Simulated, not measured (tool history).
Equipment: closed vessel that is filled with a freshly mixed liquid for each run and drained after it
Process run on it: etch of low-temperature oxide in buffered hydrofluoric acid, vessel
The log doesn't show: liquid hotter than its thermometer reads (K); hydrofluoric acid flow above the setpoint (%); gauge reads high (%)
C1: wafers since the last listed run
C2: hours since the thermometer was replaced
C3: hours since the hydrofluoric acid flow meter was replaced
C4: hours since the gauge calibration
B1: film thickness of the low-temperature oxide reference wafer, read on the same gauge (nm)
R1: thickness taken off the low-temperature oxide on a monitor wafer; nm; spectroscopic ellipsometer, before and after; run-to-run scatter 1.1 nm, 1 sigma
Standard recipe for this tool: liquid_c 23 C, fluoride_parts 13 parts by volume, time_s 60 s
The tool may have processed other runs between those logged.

{"run": 1, "day": 0.0, "liquid_c": 23, "fluoride_parts": 11, "time_s": 85, "C1": 0, "C2": 937.2, "C3": 1999.1, "C4": 485.6, "B1": 140.02, "R1": 337.52}
{"run": 2, "day": 2.321, "liquid_c": 23, "fluoride_parts": 11, "time_s": 85, "C1": 5652, "C2": 992.9, "C3": 2054.8, "C4": 541.3, "B1": 140, "R1": 338.52}
{"run": 3, "day": 4.65, "liquid_c": 23, "fluoride_parts": 11, "time_s": 85, "C1": 5672, "C2": 1048.8, "C3": 2110.7, "C4": 597.2, "B1": 140, "R1": 342.64}
{"run": 4, "day": 6.55, "liquid_c": 23, "fluoride_parts": 13, "time_s": 60, "C1": 4627, "C2": 1094.4, "C3": 2156.3, "C4": 642.8, "B1": 139.99, "R1": 204.12}
{"run": 5, "day": 10.204, "liquid_c": 23, "fluoride_parts": 9, "time_s": 60, "C1": 8899, "C2": 1182.1, "C3": 2244, "C4": 730.5, "B1": 140.01, "R1": 283.75}
{"day": 10.633, "done": "gauge calibrated"}
{"run": 6, "day": 13.4, "liquid_c": 23, "fluoride_parts": 9, "time_s": 60, "C1": 7783, "C2": 1258.8, "C3": 2320.7, "C4": 66.4, "B1": 140.01, "R1": 279.96}
{"run": 7, "day": 17.162, "liquid_c": 23, "fluoride_parts": 13, "time_s": 60, "C1": 9163, "C2": 1349.1, "C3": 2411, "C4": 156.7, "B1": 140.01, "R1": 204.31}
{"day": 18.725, "done": "hydrofluoric acid flow meter replaced"}
{"run": 8, "day": 19.604, "liquid_c": 19, "fluoride_parts": 16.5, "time_s": 95, "C1": 5845, "C2": 1407.7, "C3": 21.1, "C4": 215.3, "B1": 140, "R1": 203.68}
{"day": 19.954, "done": "thermometer replaced"}
{"run": 9, "day": 31.746, "liquid_c": 18.5, "fluoride_parts": 13, "time_s": 60, "C1": 29469, "C2": 283, "C3": 312.5, "C4": 506.7, "B1": 139.99, "R1": 158.07}
{"run": 10, "day": 34.396, "liquid_c": 23, "fluoride_parts": 13, "time_s": 60, "C1": 6454, "C2": 346.6, "C3": 376.1, "C4": 570.3, "B1": 139.98, "R1": 203.52}
{"run": 11, "day": 36.321, "liquid_c": 25, "fluoride_parts": 11, "time_s": 35, "C1": 4688, "C2": 392.8, "C3": 422.3, "C4": 616.5, "B1": 140, "R1": 155.04}
{"run": 12, "day": 38.867, "liquid_c": 27, "fluoride_parts": 13, "time_s": 80, "C1": 6200, "C2": 453.9, "C3": 483.4, "C4": 677.6, "B1": 140, "R1": 337.65}
{"run": 13, "day": 40.383, "liquid_c": 23, "fluoride_parts": 13, "time_s": 60, "C1": 3693, "C2": 490.3, "C3": 519.8, "C4": 714, "B1": 140.01, "R1": 203.47}
{"day": 41.812, "done": "gauge calibrated"}
{"run": 14, "day": 42.433, "liquid_c": 23, "fluoride_parts": 18, "time_s": 30, "C1": 4992, "C2": 539.5, "C3": 569, "C4": 14.9, "B1": 140, "R1": 73.89}
{"run": 15, "day": 52.729, "liquid_c": 26, "fluoride_parts": 15.5, "time_s": 30, "C1": 25075, "C2": 786.6, "C3": 816.1, "C4": 262, "B1": 140.01, "R1": 100.96}

Predict each of these 4 candidate next runs independently; none follows another, all start after run 15:
{"run": "A", "day": 52.758, "liquid_c": 23, "fluoride_parts": 13, "time_s": 95, "C1": 71, "C2": 787.3, "C3": 816.8, "C4": 262.7, "B1": "?", "R1": "?"}
{"run": "B", "day": 52.758, "liquid_c": 18.5, "fluoride_parts": 14.5, "time_s": 30, "C1": 71, "C2": 787.3, "C3": 816.8, "C4": 262.7, "B1": "?", "R1": "?"}
{"run": "C", "day": 52.758, "liquid_c": 23, "fluoride_parts": 10, "time_s": 60, "C1": 71, "C2": 787.3, "C3": 816.8, "C4": 262.7, "B1": "?", "R1": "?"}
{"run": "D", "day": 52.758, "liquid_c": 18.5, "fluoride_parts": 15, "time_s": 80, "C1": 71, "C2": 787.3, "C3": 816.8, "C4": 262.7, "B1": "?", "R1": "?"}

run=A B1=139.99 R1=318.4
run=B B1=139.99 R1=70.28
run=C B1=139.99 R1=259.79
run=D B1=139.99 R1=181.26
Had the tool no hidden state, the same runs would have come out as:
run=A R1=318.4
run=B R1=70.28
run=C R1=259.79
run=D R1=181.26

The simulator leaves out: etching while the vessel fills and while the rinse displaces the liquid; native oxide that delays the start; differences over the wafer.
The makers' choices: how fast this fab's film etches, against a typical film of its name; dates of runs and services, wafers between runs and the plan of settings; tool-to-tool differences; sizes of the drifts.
